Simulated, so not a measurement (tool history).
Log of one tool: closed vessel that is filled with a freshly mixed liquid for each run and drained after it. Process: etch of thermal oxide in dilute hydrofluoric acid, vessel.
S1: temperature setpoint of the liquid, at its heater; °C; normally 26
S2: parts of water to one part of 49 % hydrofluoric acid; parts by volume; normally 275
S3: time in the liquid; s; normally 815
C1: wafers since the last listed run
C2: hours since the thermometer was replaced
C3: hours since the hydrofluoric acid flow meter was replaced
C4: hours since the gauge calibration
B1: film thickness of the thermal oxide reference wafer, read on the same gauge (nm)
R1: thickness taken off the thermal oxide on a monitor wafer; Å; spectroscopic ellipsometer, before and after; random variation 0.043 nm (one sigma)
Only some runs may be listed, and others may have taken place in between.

run 1 hour=0 | S1=26 S2=165 S3=815 | C1=0 C2=1570.7 C3=1118 C4=410.7 | B1=140.01 | R1=224.4
run 2 hour=7.2 | S1=26 S2=165 S3=815 | C1=382 C2=1577.9 C3=1125.2 C4=417.9 | B1=140.02 | R1=224.8
run 3 hour=23 | S1=24 S2=275 S3=1195 | C1=839 C2=1593.7 C3=1141 C4=433.7 | B1=140.01 | R1=164.2
run 4 hour=35.1 | S1=26 S2=275 S3=815 | C1=642 C2=1605.8 C3=1153.1 C4=445.8 | B1=140.01 | R1=120.6
run 5 hour=43.8 | S1=26 S2=275 S3=815 | C1=462 C2=1614.5 C3=1161.8 C4=454.5 | B1=140.01 | R1=120.6
run 6 hour=78.7 | S1=26 S2=275 S3=815 | C1=1854 C2=1649.4 C3=1196.7 C4=489.4 | B1=140.01 | R1=120.3
-- hour=124.6 gauge calibrated
run 7 hour=124.8 | S1=24 S2=275 S3=815 | C1=2449 C2=1695.5 C3=1242.8 C4=0.2 | B1=140 | R1=111.6
run 8 hour=137.3 | S1=26 S2=275 S3=815 | C1=664 C2=1708 C3=1255.3 C4=12.7 | B1=139.99 | R1=120.4
run 9 hour=150.4 | S1=26 S2=275 S3=815 | C1=696 C2=1721.1 C3=1268.4 C4=25.8 | B1=140 | R1=120.5
run 10 hour=158.3 | S1=26 S2=275 S3=815 | C1=419 C2=1729 C3=1276.3 C4=33.7 | B1=140 | R1=119.6
run 11 hour=176 | S1=28 S2=275 S3=815 | C1=940 C2=1746.7 C3=1294 C4=51.4 | B1=140.01 | R1=129.8
run 12 hour=185.9 | S1=28 S2=275 S3=815 | C1=526 C2=1756.6 C3=1303.9 C4=61.3 | B1=140.01 | R1=128.6
-- hour=189.4 hydrofluoric acid flow meter replaced
run 13 hour=193.2 | S1=28 S2=275 S3=815 | C1=334 C2=1763.9 C3=3.8 C4=68.6 | B1=139.99 | R1=123
run 14 hour=204.3 | S1=26 S2=275 S3=815 | C1=589 C2=1775 C3=14.9 C4=79.7 | B1=140 | R1=115.8
run 15 hour=216 | S1=29 S2=275 S3=815 | C1=621 C2=1786.7 C3=26.6 C4=91.4 | B1=139.99 | R1=127.9
run 16 hour=225.3 | S1=26 S2=275 S3=815 | C1=494 C2=1796 C3=35.9 C4=100.7 | B1=140 | R1=115.6
run 17 hour=239.3 | S1=26 S2=275 S3=815 | C1=743 C2=1810 C3=49.9 C4=114.7 | B1=140 | R1=115.4
run 18 hour=256.6 | S1=27.5 S2=370 S3=815 | C1=919 C2=1827.3 C3=67.2 C4=132 | B1=140.02 | R1=82.3
run 19 hour=268.8 | S1=23 S2=400 S3=565 | C1=648 C2=1839.5 C3=79.4 C4=144.2 | B1=140 | R1=44.2
run 20 hour=285.1 | S1=22 S2=395 S3=1200 | C1=866 C2=1855.8 C3=95.7 C4=160.5 | B1=140 | R1=92.7
run 21 hour=294.2 | S1=26 S2=380 S3=525 | C1=483 C2=1864.9 C3=104.8 C4=169.6 | B1=139.98 | R1=48.3
run 22 hour=302 | S1=21.5 S2=405 S3=815 | C1=414 C2=1872.7 C3=112.6 C4=177.4 | B1=139.99 | R1=59.4
-- hour=304.2 thermometer replaced
run 23 hour=314.7 | S1=26 S2=275 S3=815 | C1=621 C2=10.5 C3=125.3 C4=190.1 | B1=140.01 | R1=122.8
run 24 hour=330.6 | S1=22.5 S2=210 S3=985 | C1=844 C2=26.4 C3=141.2 C4=206 | B1=139.97 | R1=181.5
run 25 hour=337.8 | S1=22 S2=275 S3=415 | C1=382 C2=33.6 C3=148.4 C4=213.2 | B1=140 | R1=53.9
run 26 hour=344.8 | S1=26 S2=390 S3=1130 | C1=371 C2=40.6 C3=155.4 C4=220.2 | B1=140.01 | R1=107
run 27 hour=361.5 | S1=26 S2=180 S3=815 | C1=887 C2=57.3 C3=172.1 C4=236.9 | B1=140 | R1=207.2
run 28 hour=367.9 | S1=29.5 S2=165 S3=1290 | C1=340 C2=63.7 C3=178.5 C4=243.3 | B1=139.98 | R1=415.9
run 29 hour=382.4 | S1=29 S2=165 S3=1275 | C1=770 C2=78.2 C3=193 C4=257.8 | B1=140 | R1=401.5
run 30 hour=405.2 | S1=27.5 S2=240 S3=1045 | C1=1211 C2=101 C3=215.8 C4=280.6 | B1=140.02 | R1=196.5
run 31 hour=419.7 | S1=26 S2=380 S3=815 | C1=770 C2=115.5 C3=230.3 C4=295.1 | B1=140.02 | R1=80.2
run 32 hour=428.3 | S1=23 S2=340 S3=1110 | C1=456 C2=124.1 C3=238.9 C4=303.7 | B1=140.01 | R1=114.8
run 33 hour=436 | S1=26 S2=275 S3=815 | C1=409 C2=131.8 C3=246.6 C4=311.4 | B1=139.99 | R1=122.7

Alternative continuations, all from the tool just after run 33; predict every row:
run A hour=436.9 | S1=26 S2=400 S3=815 | C1=47 C2=132.7 C3=247.5 C4=312.3 | B1=? | R1=?
run B hour=436.9 | S1=23.5 S2=405 S3=410 | C1=47 C2=132.7 C3=247.5 C4=312.3 | B1=? | R1=?
run C hour=436.9 | S1=23 S2=330 S3=330 | C1=47 C2=132.7 C3=247.5 C4=312.3 | B1=? | R1=?
run D hour=436.9 | S1=26 S2=395 S3=815 | C1=47 C2=132.7 C3=247.5 C4=312.3 | B1=? | R1=?
run E hour=436.9 | S1=29 S2=340 S3=450 | C1=47 C2=132.7 C3=247.5 C4=312.3 | B1=? | R1=?

run=A B1=140 R1=74
run=B B1=140 R1=33.7
run=C B1=140 R1=35
run=D B1=140 R1=75.3
run=E B1=140 R1=56.1
With no hidden state in the tool, these same runs would have given:
run=A R1=74.7
run=B R1=34.1
run=C R1=35.4
run=D R1=76
run=E R1=56.7
